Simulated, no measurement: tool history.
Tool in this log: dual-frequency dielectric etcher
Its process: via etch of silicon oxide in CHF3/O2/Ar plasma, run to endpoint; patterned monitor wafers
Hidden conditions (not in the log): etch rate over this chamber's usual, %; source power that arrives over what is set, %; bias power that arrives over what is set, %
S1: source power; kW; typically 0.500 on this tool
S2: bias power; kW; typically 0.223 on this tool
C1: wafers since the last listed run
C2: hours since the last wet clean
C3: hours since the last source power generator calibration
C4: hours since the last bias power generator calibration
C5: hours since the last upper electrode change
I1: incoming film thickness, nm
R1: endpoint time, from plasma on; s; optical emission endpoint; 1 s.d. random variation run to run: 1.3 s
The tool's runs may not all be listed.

| run | hour | S1 | S2 | C1 | C2 | C3 | C4 | C5 | I1 | R1 |
|---|---|---|---|---|---|---|---|---|---|---|
| 1 | 0.0 | 0.500 | 0.207 | 0 | 467.0 | 2310.0 | 4669.3 | 4654.0 | 498.0 | 268.1 |
| 2 | 15.9 | 0.500 | 0.207 | 53 | 482.9 | 2325.9 | 4685.2 | 4669.9 | 494.4 | 266.6 |
| 3 | 23.2 | 0.500 | 0.207 | 24 | 490.2 | 2333.2 | 4692.5 | 4677.2 | 499.8 | 269.8 |
| 4 | 33.7 | 0.500 | 0.195 | 35 | 500.7 | 2343.7 | 4703.0 | 4687.7 | 498.7 | 279.5 |
| 5 | 44.8 | 0.500 | 0.195 | 37 | 511.8 | 2354.8 | 4714.1 | 4698.8 | 499.7 | 280.9 |
| 6 | 51.1 | 0.500 | 0.195 | 21 | 518.1 | 2361.1 | 4720.4 | 4705.1 | 497.5 | 280.1 |
| 7 | 71.0 | 0.500 | 0.223 | 66 | 538.0 | 2381.0 | 4740.3 | 4725.0 | 493.5 | 255.4 |
| 8 | 85.8 | 0.500 | 0.223 | 49 | 552.8 | 2395.8 | 4755.1 | 4739.8 | 491.9 | 254.3 |
| 9 | 103.1 | 0.500 | 0.223 | 58 | 570.1 | 2413.1 | 4772.4 | 4757.1 | 493.5 | 257.7 |
|  | 126.2 | source power generator calibrated |
| 10 | 138.2 | 0.500 | 0.223 | 104 | 605.2 | 12.0 | 4807.5 | 4792.2 | 496.4 | 260.2 |
| 11 | 144.7 | 0.500 | 0.223 | 21 | 611.7 | 18.5 | 4814.0 | 4798.7 | 495.4 | 259.7 |
|  | 172.9 | wet clean of the chamber |
|  | 195.8 | bias power generator calibrated |
|  | 196.6 | upper electrode replaced |
| 12 | 197.1 | 0.500 | 0.223 | 79 | 24.2 | 70.9 | 1.3 | 0.5 | 494.3 | 246.2 |
| 13 | 197.5 | 0.460 | 0.223 | 1 | 24.6 | 71.3 | 1.7 | 0.9 | 497.8 | 255.2 |
| 14 | 197.9 | 0.500 | 0.247 | 1 | 25.0 | 71.7 | 2.1 | 1.3 | 501.3 | 232.4 |
| 15 | 198.3 | 0.610 | 0.184 | 1 | 25.4 | 72.1 | 2.5 | 1.7 | 497.1 | 259.4 |
| 16 | 198.7 | 0.500 | 0.223 | 1 | 25.8 | 72.5 | 2.9 | 2.1 | 496.5 | 247.0 |
| 17 | 210.2 | 0.500 | 0.223 | 38 | 37.3 | 84.0 | 14.4 | 13.6 | 496.9 | 246.8 |
| 18 | 221.7 | 0.560 | 0.270 | 38 | 48.8 | 95.5 | 25.9 | 25.1 | 500.0 | 215.6 |
| 19 | 236.6 | 0.430 | 0.237 | 50 | 63.7 | 110.4 | 40.8 | 40.0 | 499.8 | 251.3 |
| 20 | 252.1 | 0.570 | 0.223 | 52 | 79.2 | 125.9 | 56.3 | 55.5 | 495.5 | 236.1 |
| 21 | 266.1 | 0.560 | 0.223 | 47 | 93.2 | 139.9 | 70.3 | 69.5 | 501.4 | 238.9 |
| 22 | 283.8 | 0.570 | 0.277 | 59 | 110.9 | 157.6 | 88.0 | 87.2 | 492.9 | 211.5 |

5 options for the next run, each taken on its own from the tool as it stands now. Forecast them:
| A | 284.3 | 0.500 | 0.261 | 1 | 111.4 | 158.1 | 88.5 | 87.7 | 498.6 | ? |
| B | 284.3 | 0.500 | 0.176 | 1 | 111.4 | 158.1 | 88.5 | 87.7 | 498.6 | ? |
| C | 284.3 | 0.400 | 0.274 | 1 | 111.4 | 158.1 | 88.5 | 87.7 | 498.6 | ? |
| D | 284.3 | 0.390 | 0.208 | 1 | 111.4 | 158.1 | 88.5 | 87.7 | 498.6 | ? |
| E | 284.3 | 0.440 | 0.223 | 1 | 111.4 | 158.1 | 88.5 | 87.7 | 498.6 | ? |

| run | R1 |
|---|---|
| A | 228.5 |
| B | 286.8 |
| C | 238.0 |
| D | 279.9 |
| E | 259.3 |
With the hidden condition removed and each run's random variation left untouched, the same runs would have given:
| run | R1 |
|---|---|
| A | 226.3 |
| B | 284.0 |
| C | 235.6 |
| D | 277.1 |
| E | 256.7 |

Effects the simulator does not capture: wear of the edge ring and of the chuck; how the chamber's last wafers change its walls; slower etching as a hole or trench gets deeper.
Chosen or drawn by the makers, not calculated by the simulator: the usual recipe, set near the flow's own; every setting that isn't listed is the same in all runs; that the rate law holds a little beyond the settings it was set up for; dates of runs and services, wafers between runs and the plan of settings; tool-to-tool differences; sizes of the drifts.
